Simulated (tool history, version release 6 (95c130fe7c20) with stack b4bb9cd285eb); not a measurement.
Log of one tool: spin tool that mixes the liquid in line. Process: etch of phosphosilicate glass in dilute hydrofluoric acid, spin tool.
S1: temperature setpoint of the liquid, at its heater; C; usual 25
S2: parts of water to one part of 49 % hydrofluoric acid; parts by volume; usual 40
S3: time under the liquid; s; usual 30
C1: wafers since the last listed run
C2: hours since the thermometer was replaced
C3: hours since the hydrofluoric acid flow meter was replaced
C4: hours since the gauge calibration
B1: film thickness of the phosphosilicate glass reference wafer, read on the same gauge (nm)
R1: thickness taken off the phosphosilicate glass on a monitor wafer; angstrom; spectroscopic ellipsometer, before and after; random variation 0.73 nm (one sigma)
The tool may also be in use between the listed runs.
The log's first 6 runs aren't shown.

run	hour	S1	S2	S3	C1	C2	C3	C4	B1	R1
7	372.1	25	25	30	782	1762.1	1655.5	1529.4	150.01	1453.3
# hour 422.1: gauge calibrated
# hour 437.2: hydrofluoric acid flow meter replaced
8	439	25	25	30	1255	1829	1.8	16.9	149.99	1485.8
9	491.8	25	40	30	1005	1881.8	54.6	69.7	150	910.8
10	517.3	25	40	15	485	1907.3	80.1	95.2	149.99	447.7
11	550.9	25	40	30	640	1940.9	113.7	128.8	149.96	889.7
12	593.4	25	40	30	809	1983.4	156.2	171.3	150.02	911.8
13	628.8	25	40	30	674	2018.8	191.6	206.7	149.98	898.7
14	661.1	25	40	30	615	2051.1	223.9	239	149.99	900.4
# hour 670.3: thermometer replaced
15	692	25	40	30	569	21.7	254.8	269.9	150.02	992.4
16	717.5	23.5	50	35	485	47.2	280.3	295.4	150.02	853.7
17	757.3	29	30	30	758	87	320.1	335.2	150.03	1570.8
18	817.2	21	40	35	1141	146.9	380	395.1	149.98	964.5
19	868.8	25	30	15	983	198.5	431.6	446.7	149.98	658.2
20	899.8	27.5	30	20	590	229.5	462.6	477.7	149.98	981.9
21	969.4	20	25	45	1325	299.1	532.2	547.3	150.02	1917.4
22	1000.3	25	40	30	588	330	563.1	578.2	150.01	975.6
23	1046.9	25	40	45	887	376.6	609.7	624.8	150.02	1451.2
24	1074.4	25	40	30	523	404.1	637.2	652.3	149.99	963.8
25	1117.8	29.5	25	15	826	447.5	680.6	695.7	150	953.3
26	1155.1	22.5	40	50	710	484.8	717.9	733	149.99	1442.6
27	1212.1	27	35	15	1085	541.8	774.9	790	150	597.2
28	1264.7	29	25	35	1002	594.4	827.5	842.6	149.99	2123.1
29	1334.6	25	40	30	1331	664.3	897.4	912.5	149.99	952.4
30	1386.9	25	50	15	996	716.6	949.7	964.8	149.98	371.1

Forecast each of these 3 alternatives for the next run:
A	1387.3	27.5	40	30	7	717	950.1	965.2	?	?
B	1387.3	23	50	45	7	717	950.1	965.2	?	?
C	1387.3	25	60	35	7	717	950.1	965.2	?	?

run	B1	R1
A	149.97	1033.7
B	149.97	1016.3
C	149.97	706
Without the tool's hidden state the same runs would have given:
run	R1
A	1098.8
B	1081.8
C	751.1
